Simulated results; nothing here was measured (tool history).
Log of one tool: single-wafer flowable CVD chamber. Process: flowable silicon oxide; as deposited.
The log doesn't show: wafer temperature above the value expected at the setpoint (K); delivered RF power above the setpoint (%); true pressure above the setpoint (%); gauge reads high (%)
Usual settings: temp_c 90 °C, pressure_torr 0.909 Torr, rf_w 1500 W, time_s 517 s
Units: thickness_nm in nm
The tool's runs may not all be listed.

run    hour  temp_c  pressure_torr  rf_w  time_s  wafers since the last listed run  hours since the last thermocouple change  hours since the last RF generator calibration  hours since the last manometer calibration  hours since the showerhead was replaced  hours since the gauge calibration  read-back reference wafer on the same gauge, thickness_nm  thickness_nm
  1       0      90          0.909  1500     517                                 0                                     436.3                                          979.1                                       793.1                                   5097.2                              155.5                                                    468.536       555.119
  2    50.1      90          0.909  1500     517                               200                                     486.4                                         1029.2                                       843.2                                   5147.3                              205.6                                                    468.601       556.574
  3   122.4      90          0.909  1500     517                               289                                     558.7                                         1101.5                                       915.5                                   5219.6                              277.9                                                    469.629       554.856
  4   169.2      90          0.909  1500     517                               187                                     605.5                                         1148.3                                       962.3                                   5266.4                              324.7                                                    469.594       555.716
  5   233.8      90          0.909  1500     517                               258                                     670.1                                         1212.9                                      1026.9                                     5331                              389.3                                                    470.291       557.423
  6   323.7      90          0.909  1500     517                               360                                       760                                         1302.8                                      1116.8                                   5420.9                              479.2                                                    470.583       557.406
      404.1  -- showerhead replaced
  7   404.6      90          0.989  1500     517                               292                                     840.9                                         1383.7                                      1197.7                                      0.5                              560.1                                                    470.805       607.618
      424.2  -- capacitance manometer re-zeroed and calibrated
      454.2  -- RF generator calibrated
  8   474.8      90          0.909  1500     484                               217                                     911.1                                           20.6                                        50.6                                     70.7                              630.3                                                    471.891       524.497
  9     532      90          0.909  1500     517                               229                                     968.3                                           77.8                                       107.8                                    127.9                              687.5                                                    472.001       559.598
 10     599      90          0.909  1500     517                               268                                    1035.3                                          144.8                                       174.8                                    194.9                              754.5                                                    472.452       561.418
      741.3  -- gauge calibrated
      758.9  -- thermocouple changed; heater temperature recalibrated
 11   906.5      79           0.81  1235     450                              1199                                     147.6                                          452.3                                       482.3                                    502.4                              165.2                                                    470.682       542.503
 12   959.2      95          1.124  1725     558                               211                                     200.3                                            505                                         535                                    555.1                              217.9                                                    470.741       666.941
 13  1029.7      90          0.909  1500     517                               282                                     270.8                                          575.5                                       605.5                                    625.6                              288.4                                                    471.231       559.899
 14  1073.7      82          1.103  1625     517                               176                                     314.8                                          619.5                                       649.5                                    669.6                              332.4                                                    471.447       852.295
 15  1128.8      98          0.909  1225     517                               220                                     369.9                                          674.6                                       704.6                                    724.7                              387.5                                                    471.635       415.518
 16  1185.7      90          0.909  1425     557                               227                                     426.8                                          731.5                                       761.5                                    781.6                              444.4                                                    471.883       591.951
 17  1268.4      90          0.909  1500     588                               331                                     509.5                                          814.2                                       844.2                                    864.3                              527.1                                                    472.729       634.535

4 ways to go on from here, each from the tool as it stands after run 17. What would each give?
  A  1268.9      85          0.909  1500     517                                 2                                       510                                          814.7                                       844.7                                    864.8                              527.6                                                          ?             ?
  B  1268.9      98          0.831  1395     597                                 2                                       510                                          814.7                                       844.7                                    864.8                              527.6                                                          ?             ?
  C  1268.9     105          0.909  1350     517                                 2                                       510                                          814.7                                       844.7                                    864.8                              527.6                                                          ?             ?
  D  1268.9      99          1.134  1665     578                                 2                                       510                                          814.7                                       844.7                                    864.8                              527.6                                                          ?             ?

run  read-back reference wafer on the same gauge, thickness_nm  thickness_nm
  A                                                    472.848       637.589
  B                                                    472.848       455.933
  C                                                    472.848       348.921
  D                                                    472.848       616.026
Without the tool's hidden state the same runs would have given:
run  thickness_nm
  A       632.639
  B       452.393
  C       346.211
  D       611.242

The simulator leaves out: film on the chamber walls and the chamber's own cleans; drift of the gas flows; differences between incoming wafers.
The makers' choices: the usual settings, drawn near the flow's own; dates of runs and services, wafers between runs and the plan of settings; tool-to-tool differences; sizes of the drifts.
